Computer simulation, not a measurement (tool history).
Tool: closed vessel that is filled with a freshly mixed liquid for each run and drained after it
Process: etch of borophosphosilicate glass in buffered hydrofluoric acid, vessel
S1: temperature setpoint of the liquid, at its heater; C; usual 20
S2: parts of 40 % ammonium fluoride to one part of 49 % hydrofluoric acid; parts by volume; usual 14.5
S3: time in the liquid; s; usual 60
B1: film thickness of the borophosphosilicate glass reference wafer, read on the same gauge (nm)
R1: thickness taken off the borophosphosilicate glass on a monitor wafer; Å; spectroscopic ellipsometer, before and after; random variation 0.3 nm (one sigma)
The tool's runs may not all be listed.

Run 1, hour 0: usual settings; B1 119.97. Result: R1 692.3 Å.
Run 2, hour 28: usual settings; B1 120.02. Result: R1 694 Å.
Run 3, hour 90.5: usual settings; B1 120. Result: R1 698.9 Å.
Run 4, hour 124.1: usual settings; B1 120.01. Result: R1 693.5 Å.
Run 5, hour 181.1: usual settings; B1 120.01. Result: R1 699.1 Å.
Run 6, hour 238.1: usual settings; B1 120.02. Result: R1 692.5 Å.
Run 7, hour 299.2: usual settings; B1 120.01. Result: R1 698.2 Å.
At hour 438.7: gauge calibrated.
Run 8, hour 495.8: usual settings; B1 119.99. Result: R1 698.9 Å.
At hour 557.4: thermometer replaced.
Run 9, hour 557.9: usual settings but S1 23.5 C, S2 17 parts by volume, S3 40 s; B1 120.01. Result: R1 485.1 Å.
Run 10, hour 605.8: usual settings but S2 19.5 parts by volume; B1 120.01. Result: R1 526.4 Å.
Run 11, hour 652.9: usual settings but S1 23.5 C, S2 17 parts by volume, S3 40 s; B1 120.01. Result: R1 491.4 Å.
At hour 658: hydrofluoric acid flow meter replaced.
Run 12, hour 704.1: usual settings but S3 80 s; B1 120. Result: R1 1005.2 Å.
Run 13, hour 732.1: usual settings but S1 22.5 C, S2 10 parts by volume, S3 80 s; B1 120. Result: R1 1612 Å.
At hour 829.5: hydrofluoric acid flow meter replaced, repeated, since the last time left the tool worse.
Run 14, hour 840.6: usual settings but S2 11 parts by volume, S3 45 s; B1 120.01. Result: R1 644.5 Å.
Run 15, hour 876.1: usual settings but S3 80 s; B1 119.99. Result: R1 877.4 Å.
Run 16, hour 926.1: usual settings but S1 25 C; B1 120. Result: R1 862.4 Å.
Run 17, hour 986.1: usual settings; B1 120. Result: R1 663.2 Å.

Forecast each of these 5 alternatives for the next run:
Run A, hour 986.8: usual settings; B1 ?. Result: R1 ?.
Run B, hour 986.8: usual settings but S2 20 parts by volume, S3 30 s; B1 ?. Result: R1 ?.
Run C, hour 986.8: usual settings but S1 23 C; B1 ?. Result: R1 ?.
Run D, hour 986.8: usual settings but S1 18.5 C; B1 ?. Result: R1 ?.
Run E, hour 986.8: usual settings but S2 11 parts by volume; B1 ?. Result: R1 ?.

run   B1     R1
  A  120  658.9
  B  120  239.6
  C  120  776.8
  D  120  606.1
  E  120  865.1
Without the tool's hidden state the same runs would have given:
run     R1
  A  652.3
  B  237.2
  C  769.1
  D  600.1
  E  856.5

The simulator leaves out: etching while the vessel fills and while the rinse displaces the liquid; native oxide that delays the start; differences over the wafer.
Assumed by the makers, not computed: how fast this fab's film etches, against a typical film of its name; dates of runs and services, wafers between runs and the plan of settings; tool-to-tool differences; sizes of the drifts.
